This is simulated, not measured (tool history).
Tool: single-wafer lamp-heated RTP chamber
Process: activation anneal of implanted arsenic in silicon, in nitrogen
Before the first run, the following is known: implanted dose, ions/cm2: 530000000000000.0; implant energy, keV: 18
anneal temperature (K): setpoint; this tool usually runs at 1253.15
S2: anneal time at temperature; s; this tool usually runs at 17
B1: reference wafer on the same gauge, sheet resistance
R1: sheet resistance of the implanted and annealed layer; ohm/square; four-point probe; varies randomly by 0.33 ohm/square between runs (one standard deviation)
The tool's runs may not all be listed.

{"run": 1, "hour": 0.0, "anneal temperature (K)": 1253.15, "S2": 17, "B1": 204.95, "R1": 221.23}
{"run": 2, "hour": 34.5, "anneal temperature (K)": 1253.15, "S2": 17, "B1": 204.94, "R1": 221.59}
{"run": 3, "hour": 76.1, "anneal temperature (K)": 1253.15, "S2": 17, "B1": 204.96, "R1": 220.53}
{"run": 4, "hour": 143.3, "anneal temperature (K)": 1235.15, "S2": 17, "B1": 205.07, "R1": 222.87}
{"hour": 162.7, "done": "pyrometer window cleaned and pyrometer calibrated"}
{"run": 5, "hour": 183.5, "anneal temperature (K)": 1253.15, "S2": 17, "B1": 204.93, "R1": 221.48}
{"run": 6, "hour": 230.9, "anneal temperature (K)": 1253.15, "S2": 17, "B1": 205.08, "R1": 221.45}
{"run": 7, "hour": 297.0, "anneal temperature (K)": 1253.15, "S2": 17, "B1": 205.09, "R1": 221.0}
{"hour": 344.7, "done": "reflector plate cleaned"}
{"run": 8, "hour": 364.9, "anneal temperature (K)": 1253.15, "S2": 17, "B1": 204.98, "R1": 220.85}
{"run": 9, "hour": 435.9, "anneal temperature (K)": 1253.15, "S2": 17, "B1": 205.03, "R1": 221.23}
{"hour": 444.2, "done": "pyrometer window cleaned and pyrometer calibrated"}
{"run": 10, "hour": 473.4, "anneal temperature (K)": 1268.15, "S2": 17, "B1": 205.0, "R1": 218.97}
{"run": 11, "hour": 498.4, "anneal temperature (K)": 1268.15, "S2": 17, "B1": 205.01, "R1": 218.91}
{"run": 12, "hour": 554.2, "anneal temperature (K)": 1268.15, "S2": 17, "B1": 204.95, "R1": 218.43}
{"run": 13, "hour": 620.9, "anneal temperature (K)": 1246.15, "S2": 17, "B1": 204.94, "R1": 221.37}
{"run": 14, "hour": 684.5, "anneal temperature (K)": 1246.15, "S2": 17, "B1": 204.99, "R1": 220.93}
{"hour": 720.4, "done": "pyrometer window cleaned and pyrometer calibrated, repeated, since the last time left the tool worse"}
{"hour": 728.7, "done": "gauge calibrated"}
{"run": 15, "hour": 737.8, "anneal temperature (K)": 1236.15, "S2": 26, "B1": 205.0, "R1": 221.48}
{"run": 16, "hour": 802.0, "anneal temperature (K)": 1281.15, "S2": 27, "B1": 204.97, "R1": 214.14}
{"run": 17, "hour": 845.3, "anneal temperature (K)": 1273.15, "S2": 22, "B1": 205.11, "R1": 217.13}
{"run": 18, "hour": 899.7, "anneal temperature (K)": 1274.15, "S2": 26, "B1": 204.98, "R1": 215.69}
{"run": 19, "hour": 927.7, "anneal temperature (K)": 1253.15, "S2": 17, "B1": 205.05, "R1": 221.36}

Estimate the outcome of run 20 from the log above:
{"run": 20, "hour": 977.5, "anneal temperature (K)": 1278.15, "S2": 17, "B1": "?", "R1": "?"}

Run 20 measured B1 205.08, R1 218.14 ohm/square.
Without the tool's hidden state the same run would have given R1 219.03 ohm/square.

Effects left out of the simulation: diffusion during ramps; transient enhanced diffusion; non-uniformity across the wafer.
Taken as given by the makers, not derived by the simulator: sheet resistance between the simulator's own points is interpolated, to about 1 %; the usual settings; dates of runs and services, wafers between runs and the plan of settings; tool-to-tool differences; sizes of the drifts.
